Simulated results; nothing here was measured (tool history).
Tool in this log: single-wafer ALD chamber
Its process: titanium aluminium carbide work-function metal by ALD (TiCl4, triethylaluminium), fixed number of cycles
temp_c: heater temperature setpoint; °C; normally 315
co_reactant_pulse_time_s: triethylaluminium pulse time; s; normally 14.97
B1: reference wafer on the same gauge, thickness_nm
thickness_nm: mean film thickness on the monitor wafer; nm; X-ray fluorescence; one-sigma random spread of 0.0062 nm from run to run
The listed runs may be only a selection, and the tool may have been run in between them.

run 1 hour=0 | temp_c=315 co_reactant_pulse_time_s=18.34 | B1=2.769 | thickness_nm=2.476
run 2 hour=12.2 | temp_c=309 co_reactant_pulse_time_s=11.49 | B1=2.769 | thickness_nm=2.363
run 3 hour=29.1 | temp_c=309 co_reactant_pulse_time_s=11.49 | B1=2.77 | thickness_nm=2.369
run 4 hour=43.1 | temp_c=309 co_reactant_pulse_time_s=11.49 | B1=2.77 | thickness_nm=2.374
run 5 hour=53.5 | temp_c=322 co_reactant_pulse_time_s=18.93 | B1=2.767 | thickness_nm=2.564
run 6 hour=59.8 | temp_c=315 co_reactant_pulse_time_s=14.97 | B1=2.772 | thickness_nm=2.464
run 7 hour=71.1 | temp_c=322 co_reactant_pulse_time_s=19.38 | B1=2.772 | thickness_nm=2.556
run 8 hour=80.8 | temp_c=322 co_reactant_pulse_time_s=19.38 | B1=2.769 | thickness_nm=2.559
run 9 hour=96.7 | temp_c=322 co_reactant_pulse_time_s=19.38 | B1=2.771 | thickness_nm=2.562
-- hour=112.8 thermocouple changed; heater temperature recalibrated
run 10 hour=113.9 | temp_c=326 co_reactant_pulse_time_s=19.56 | B1=2.77 | thickness_nm=2.601
run 11 hour=123.7 | temp_c=308 co_reactant_pulse_time_s=8.99 | B1=2.77 | thickness_nm=2.317
run 12 hour=131 | temp_c=308 co_reactant_pulse_time_s=19.88 | B1=2.77 | thickness_nm=2.395
run 13 hour=143.3 | temp_c=324 co_reactant_pulse_time_s=20.01 | B1=2.77 | thickness_nm=2.567
run 14 hour=152.6 | temp_c=311 co_reactant_pulse_time_s=14.97 | B1=2.77 | thickness_nm=2.429
-- hour=153.6 gauge calibrated
run 15 hour=165.6 | temp_c=326 co_reactant_pulse_time_s=18.1 | B1=2.769 | thickness_nm=2.594
-- hour=185.3 triethylaluminium bottle replaced
-- hour=216 showerhead replaced
run 16 hour=216.5 | temp_c=315 co_reactant_pulse_time_s=14.97 | B1=2.77 | thickness_nm=2.46
run 17 hour=223.7 | temp_c=323 co_reactant_pulse_time_s=20.51 | B1=2.769 | thickness_nm=2.564
run 18 hour=241.5 | temp_c=325 co_reactant_pulse_time_s=17.18 | B1=2.771 | thickness_nm=2.581
run 19 hour=254.6 | temp_c=315 co_reactant_pulse_time_s=14.97 | B1=2.771 | thickness_nm=2.454
run 20 hour=294.2 | temp_c=315 co_reactant_pulse_time_s=14.97 | B1=2.769 | thickness_nm=2.454
run 21 hour=303.3 | temp_c=315 co_reactant_pulse_time_s=14.97 | B1=2.77 | thickness_nm=2.465

Alternative continuations, all from the tool just after run 21; predict every row:
run A hour=303.7 | temp_c=305 co_reactant_pulse_time_s=14.97 | B1=? | thickness_nm=?
run B hour=303.7 | temp_c=328 co_reactant_pulse_time_s=12.52 | B1=? | thickness_nm=?
run C hour=303.7 | temp_c=315 co_reactant_pulse_time_s=10.32 | B1=? | thickness_nm=?
run D hour=303.7 | temp_c=309 co_reactant_pulse_time_s=11.26 | B1=? | thickness_nm=?
run E hour=303.7 | temp_c=327 co_reactant_pulse_time_s=10.9 | B1=? | thickness_nm=?

run=A B1=2.772 thickness_nm=2.351
run=B B1=2.772 thickness_nm=2.601
run=C B1=2.772 thickness_nm=2.422
run=D B1=2.772 thickness_nm=2.368
run=E B1=2.772 thickness_nm=2.569
Without the tool's hidden state the same runs would have given:
run=A thickness_nm=2.351
run=B thickness_nm=2.601
run=C thickness_nm=2.422
run=D thickness_nm=2.368
run=E thickness_nm=2.569

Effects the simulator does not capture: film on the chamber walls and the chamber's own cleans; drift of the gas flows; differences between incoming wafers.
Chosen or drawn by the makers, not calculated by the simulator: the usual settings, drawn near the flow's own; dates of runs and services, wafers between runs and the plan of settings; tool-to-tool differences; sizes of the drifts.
